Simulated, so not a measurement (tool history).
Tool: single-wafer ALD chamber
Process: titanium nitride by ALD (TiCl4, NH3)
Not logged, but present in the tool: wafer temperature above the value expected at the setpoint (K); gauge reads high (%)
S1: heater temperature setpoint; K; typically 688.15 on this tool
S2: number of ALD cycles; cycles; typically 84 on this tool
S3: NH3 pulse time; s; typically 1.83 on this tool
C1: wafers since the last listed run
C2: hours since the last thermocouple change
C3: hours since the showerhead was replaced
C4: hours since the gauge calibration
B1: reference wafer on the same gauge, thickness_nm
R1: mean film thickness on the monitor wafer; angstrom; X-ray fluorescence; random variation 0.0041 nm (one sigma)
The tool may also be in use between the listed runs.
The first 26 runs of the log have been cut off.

run     day      S1  S2    S3   C1     C2     C3     C4     B1     R1
     30.992  -- showerhead replaced
 27  31.438  688.15  84   1.5   74  181.6   10.7  259.4  1.611  16.13
 28  32.825  688.15  84  1.83  141  214.9     44  292.7  1.609   16.2
 29  34.325  700.15  74  1.14  153  250.9     80  328.7  1.607  14.07
 30  35.375  688.15  98  1.83  107  276.1  105.2  353.9  1.607  18.83
 31   36.15  688.15  84  1.83   79  294.7  123.8  372.5  1.605   16.2
 32  37.621  688.15  84  1.83  150    330  159.1  407.8  1.601  16.13
 33  38.588  688.15  84  1.83   98  353.2  182.3    431  1.602  16.07
 34  39.833  684.15  84  1.83  127  383.1  212.2  460.9  1.598  16.04
 35  40.467  697.15  84  1.83   64  398.3  227.4  476.1  1.599  16.18
 36  41.179  680.15  93  1.23   72  415.4  244.5  493.2  1.597  17.43
 37  42.533  700.15  84  2.47  138  447.9    277  525.7  1.597  16.29
 38  43.421  700.15  74  1.14   90  469.2  298.3    547  1.596  13.92

Below are 4 alternative next runs, each starting from the tool's condition after run 38. Predict each:
  A  43.446  688.15  84  1.83   2  469.8  298.9  547.6   ?   ?
  B  43.446  696.15  84  1.83   2  469.8  298.9  547.6   ?   ?
  C  43.446  679.15  69  1.83   2  469.8  298.9  547.6   ?   ?
  D  43.446  683.15  99  1.22   2  469.8  298.9  547.6   ?   ?

run     B1     R1
  A  1.595  16.06
  B  1.595  16.11
  C  1.595  13.13
  D  1.595  18.45
What these runs would have given with no unlogged condition in the tool:
run     R1
  A  16.41
  B  16.47
  C  13.43
  D  18.86
